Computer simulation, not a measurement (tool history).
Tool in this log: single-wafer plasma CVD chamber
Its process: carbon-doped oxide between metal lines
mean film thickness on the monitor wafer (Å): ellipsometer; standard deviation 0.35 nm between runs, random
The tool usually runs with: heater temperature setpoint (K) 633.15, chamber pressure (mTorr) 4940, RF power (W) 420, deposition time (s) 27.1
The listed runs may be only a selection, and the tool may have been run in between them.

run   hour  heater temperature setpoint (K)  chamber pressure (mTorr)  RF power (W)  deposition time (s)  wafers since the last listed run  hours since the last thermocouple change  hours since the last RF generator calibration  hours since the last manometer calibration  hours since the showerhead was replaced  hours since the gauge calibration  read-back reference wafer on the same gauge, thickness_nm  mean film thickness on the monitor wafer (Å)
  1    0.0                           633.15                      5820           390                 27.1                                 0                                    1013.2                                         1791.6                                      1536.1                                   2882.3                              402.7                                                    125.837                                       1101.25
  2   34.6                           633.15                      5500           420                 27.1                               951                                    1047.8                                         1826.2                                      1570.7                                   2916.9                              437.3                                                    126.042                                       1183.87
  3  106.7                           644.15                      4940           420                 27.1                              1983                                    1119.9                                         1898.3                                      1642.8                                   2989.0                              509.4                                                    125.915                                       1131.72
     132.8  -- thermocouple changed; heater temperature recalibrated
  4  136.5                           644.15                      4940           420                 27.1                               599                                       3.7                                         1928.1                                      1672.6                                   3018.8                              539.2                                                    125.954                                       1143.99
  5  157.5                           642.15                      4940           420                 27.1                               577                                      24.7                                         1949.1                                      1693.6                                   3039.8                              560.2                                                    126.029                                       1142.65
     187.3  -- showerhead replaced
  6  189.3                           642.15                      4940           420                 27.1                               654                                      56.5                                         1980.9                                      1725.4                                      2.0                              592.0                                                    125.910                                       1146.07
  7  207.1                           633.15                      4940           440                 27.1                               489                                      74.3                                         1998.7                                      1743.2                                     19.8                              609.8                                                    125.860                                       1222.64
  8  236.2                           633.15                      4940           420                 27.1                               800                                     103.4                                         2027.8                                      1772.3                                     48.9                              638.9                                                    126.168                                       1170.72
     249.0  -- gauge calibrated
  9  256.2                           633.15                      4940           420                 27.1                               550                                     123.4                                         2047.8                                      1792.3                                     68.9                                7.2                                                    126.060                                       1172.76
     274.7  -- RF generator calibrated
 10  275.2                           633.15                      3810           420                 30.9                               302                                     142.4                                            0.5                                      1811.3                                     87.9                               26.2                                                    126.018                                       1362.19
 11  302.1                           641.15                      4940           465                 24.2                               739                                     169.3                                           27.4                                      1838.2                                    114.8                               53.1                                                    126.179                                       1190.08
 12  318.6                           648.15                      5450           360                 22.2                               453                                     185.8                                           43.9                                      1854.7                                    131.3                               69.6                                                    126.141                                        844.72
 13  334.6                           633.15                      4940           490                 27.1                               440                                     201.8                                           59.9                                      1870.7                                    147.3                               85.6                                                    125.877                                       1413.60
 14  360.3                           633.15                      4940           420                 27.1                               706                                     227.5                                           85.6                                      1896.4                                    173.0                              111.3                                                    126.083                                       1236.12
 15  393.7                           622.15                      4940           420                 27.1                               918                                     260.9                                          119.0                                      1929.8                                    206.4                              144.7                                                    126.132                                       1271.51
 16  423.8                           633.15                      4940           345                 27.1                               827                                     291.0                                          149.1                                      1959.9                                    236.5                              174.8                                                    126.104                                       1003.62
     447.1  -- capacitance manometer re-zeroed and calibrated
 17  454.2                           633.15                      4940           420                 27.1                               616                                     321.4                                          179.5                                         7.1                                    266.9                              205.2                                                    126.110                                       1226.72
 18  477.3                           633.15                      4420           420                 27.1                               635                                     344.5                                          202.6                                        30.2                                    290.0                              228.3                                                    126.065                                       1204.39
 19  494.5                           640.15                      4940           420                 27.1                               473                                     361.7                                          219.8                                        47.4                                    307.2                              245.5                                                    126.006                                       1197.62
 20  516.4                           633.15                      4940           420                 27.1                               602                                     383.6                                          241.7                                        69.3                                    329.1                              267.4                                                    126.113                                       1222.31
 21  544.4                           644.15                      4050           485                 25.1                               770                                     411.6                                          269.7                                        97.3                                    357.1                              295.4                                                    126.086                                       1213.89
 22  563.2                           633.15                      4940           420                 27.1                               517                                     430.4                                          288.5                                       116.1                                    375.9                              314.2                                                    126.085                                       1212.13
 23  575.6                           640.15                      5730           420                 29.7                               341                                     442.8                                          300.9                                       128.5                                    388.3                              326.6                                                    126.045                                       1336.15
 24  606.5                           633.15                      5930           380                 25.0                               849                                     473.7                                          331.8                                       159.4                                    419.2                              357.5                                                    125.944                                       1035.26
 25  642.5                           633.15                      4940           355                 29.0                               990                                     509.7                                          367.8                                       195.4                                    455.2                              393.5                                                    125.957                                       1095.88
 26  675.1                           633.15                      4940           420                 27.1                               896                                     542.3                                          400.4                                       228.0                                    487.8                              426.1                                                    126.010                                       1208.64
 27  704.6                           620.15                      5980           365                 23.5                               811                                     571.8                                          429.9                                       257.5                                    517.3                              455.6                                                    125.885                                        965.46
 28  723.8                           627.15                      3800           475                 21.8                               528                                     591.0                                          449.1                                       276.7                                    536.5                              474.8                                                    126.086                                       1072.07
 29  750.7                           633.15                      4940           455                 27.1                               739                                     617.9                                          476.0                                       303.6                                    563.4                              501.7                                                    125.896                                       1296.73

Forecast each of these 3 alternatives for the next run:
  A  751.1                           633.15                      5760           420                 27.1                                11                                     618.3                                          476.4                                       304.0                                    563.8                              502.1                                                          ?                                             ?
  B  751.1                           633.15                      4940           420                 32.1                                11                                     618.3                                          476.4                                       304.0                                    563.8                              502.1                                                          ?                                             ?
  C  751.1                           645.15                      3810           390                 30.3                                11                                     618.3                                          476.4                                       304.0                                    563.8                              502.1                                                          ?                                             ?

run  read-back reference wafer on the same gauge, thickness_nm  mean film thickness on the monitor wafer (Å)
  A                                                    125.936                                       1231.19
  B                                                    125.936                                       1424.70
  C                                                    125.936                                       1167.48
With the hidden condition removed and each run's random variation left untouched, the same runs would have given:
run  mean film thickness on the monitor wafer (Å)
  A                                       1270.25
  B                                       1469.90
  C                                       1205.18

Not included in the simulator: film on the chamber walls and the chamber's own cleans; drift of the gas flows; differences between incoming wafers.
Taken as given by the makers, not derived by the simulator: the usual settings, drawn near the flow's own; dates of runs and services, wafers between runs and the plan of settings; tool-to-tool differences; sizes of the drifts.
